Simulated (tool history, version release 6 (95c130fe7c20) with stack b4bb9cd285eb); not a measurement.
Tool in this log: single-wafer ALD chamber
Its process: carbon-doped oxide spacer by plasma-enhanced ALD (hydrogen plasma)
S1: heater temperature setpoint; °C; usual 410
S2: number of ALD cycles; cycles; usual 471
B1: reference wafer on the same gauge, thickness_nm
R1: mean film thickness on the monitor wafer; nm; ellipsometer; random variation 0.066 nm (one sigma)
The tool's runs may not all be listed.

| run | hour | S1 | S2 | B1 | R1 |
|---|---|---|---|---|---|
| 1 | 0.0 | 410 | 471 | 27.500 | 23.934 |
| 2 | 39.8 | 410 | 471 | 27.506 | 23.852 |
| 3 | 143.6 | 410 | 471 | 27.498 | 23.911 |
| 4 | 215.8 | 410 | 471 | 27.510 | 23.934 |
| 5 | 375.7 | 410 | 471 | 27.548 | 23.843 |
| 6 | 426.7 | 410 | 471 | 27.485 | 23.903 |
|  | 453.2 | thermocouple changed; heater temperature recalibrated |
| 7 | 514.7 | 410 | 471 | 27.505 | 24.352 |
| 8 | 561.2 | 410 | 471 | 27.501 | 24.344 |
| 9 | 603.9 | 421 | 417 | 27.515 | 20.655 |
| 10 | 709.3 | 398 | 546 | 27.478 | 29.227 |
| 11 | 785.8 | 410 | 471 | 27.511 | 24.157 |
| 12 | 825.8 | 410 | 471 | 27.513 | 24.135 |
|  | 921.0 | gauge calibrated |
| 13 | 933.5 | 410 | 471 | 27.504 | 24.199 |
| 14 | 1032.7 | 424 | 558 | 27.501 | 27.102 |
| 15 | 1106.8 | 424 | 400 | 27.486 | 19.343 |
| 16 | 1184.9 | 410 | 401 | 27.490 | 20.465 |
| 17 | 1248.5 | 410 | 533 | 27.490 | 27.263 |

Consider 3 possible next runs. They are alternatives, not a sequence: every one starts from the tool as it was left by run 17. What does each give?
| A | 1249.6 | 410 | 510 | ? | ? |
| B | 1249.6 | 415 | 471 | ? | ? |
| C | 1249.6 | 400 | 418 | ? | ? |

| run | B1 | R1 |
|---|---|---|
| A | 27.523 | 26.015 |
| B | 27.523 | 23.598 |
| C | 27.523 | 22.080 |
Stripped of hidden state, with their random variation kept, the same runs would have yielded:
| run | R1 |
|---|---|
| A | 26.462 |
| B | 24.011 |
| C | 22.359 |
